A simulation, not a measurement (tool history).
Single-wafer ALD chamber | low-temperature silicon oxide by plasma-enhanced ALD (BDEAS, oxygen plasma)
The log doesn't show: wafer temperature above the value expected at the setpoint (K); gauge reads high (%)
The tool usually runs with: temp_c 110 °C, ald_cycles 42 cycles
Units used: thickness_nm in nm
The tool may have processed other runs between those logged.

run     day  temp_c  ald_cycles  wafers since the last listed run  hours since the last thermocouple change  hours since the gauge calibration  read-back reference wafer on the same gauge, thickness_nm  thickness_nm
  1   0.000     110          42                                 0                                    1273.9                              584.2                                                      5.486         5.981
  2   0.708     110          42                               167                                    1290.9                              601.2                                                      5.490         5.968
  3   1.738     110          42                               243                                    1315.6                              625.9                                                      5.492         5.986
  4   2.871     110          42                               267                                    1342.8                              653.1                                                      5.486         5.985
  5   4.133     110          42                               298                                    1373.1                              683.4                                                      5.489         5.964
  6   5.242     110          42                               261                                    1399.7                              710.0                                                      5.492         5.979
  7   7.475     102          46                               527                                    1453.3                              763.6                                                      5.491         6.624
  8   8.846     102          46                               323                                    1486.2                              796.5                                                      5.489         6.626
  9  10.229     110          40                               326                                    1519.4                              829.7                                                      5.488         5.689
 10  10.933     110          40                               166                                    1536.3                              846.6                                                      5.490         5.690
 11  11.950     110          40                               240                                    1560.7                              871.0                                                      5.488         5.708
 12  12.746     110          42                               187                                    1579.8                              890.1                                                      5.489         5.982
 13  13.538     110          42                               186                                    1598.8                              909.1                                                      5.487         6.011
 14  14.804     110          42                               299                                    1629.2                              939.5                                                      5.492         5.960
 15  15.729     110          42                               218                                    1651.4                              961.7                                                      5.490         6.001
 16  16.400     110          42                               158                                    1667.5                              977.8                                                      5.486         5.968
 17  17.300     110          48                               212                                    1689.1                              999.4                                                      5.493         6.823
     17.683  -- gauge calibrated
 18  18.742     101          35                               340                                    1723.7                               25.4                                                      5.491         5.046
 19  19.829     110          42                               256                                    1749.8                               51.5                                                      5.487         5.977
 20  21.129     110          42                               306                                    1781.0                               82.7                                                      5.491         5.968
 21  22.412     100          42                               303                                    1811.8                              113.5                                                      5.491         6.094
 22  23.071      97          50                               155                                    1827.6                              129.3                                                      5.490         7.286
 23  23.996      97          42                               218                                    1849.8                              151.5                                                      5.493         6.119
 24  24.779      97          34                               184                                    1868.6                              170.3                                                      5.489         4.969
     25.733  -- thermocouple changed; heater temperature recalibrated
 25  25.821     110          39                               167                                       2.1                              195.3                                                      5.487         5.575
 26  26.388     110          50                               133                                      15.7                              208.9                                                      5.491         7.107
 27  27.546     101          42                               273                                      43.5                              236.7                                                      5.491         6.084
 28  28.933     110          42                               327                                      76.8                              270.0                                                      5.491         5.983
 29  29.479     110          42                               128                                      89.9                              283.1                                                      5.490         5.988
 30  30.554     101          38                               253                                     115.7                              308.9                                                      5.492         5.496
 31  31.412     120          42                               202                                     136.3                              329.5                                                      5.490         5.879
 32  32.283     100          42                               205                                     157.2                              350.4                                                      5.489         6.100
 33  33.371     115          35                               256                                     183.3                              376.5                                                      5.488         4.952
 34  34.296     100          34                               218                                     205.5                              398.7                                                      5.489         4.944
 35  35.767     114          50                               347                                     240.8                              434.0                                                      5.491         7.065

Branching from run 35: 5 alternative next runs. What would each branch give?
  A  35.788     110          42                                 4                                     241.3                              434.5                                                          ?             ?
  B  35.788     104          49                                 4                                     241.3                              434.5                                                          ?             ?
  C  35.788     110          49                                 4                                     241.3                              434.5                                                          ?             ?
  D  35.788     105          35                                 4                                     241.3                              434.5                                                          ?             ?
  E  35.788     115          36                                 4                                     241.3                              434.5                                                          ?             ?

run  read-back reference wafer on the same gauge, thickness_nm  thickness_nm
  A                                                      5.489         5.989
  B                                                      5.489         7.058
  C                                                      5.489         6.987
  D                                                      5.489         5.033
  E                                                      5.489         5.090
With the hidden condition removed and each run's random variation left untouched, the same runs would have given:
run  thickness_nm
  A         5.989
  B         7.058
  C         6.987
  D         5.033
  E         5.090
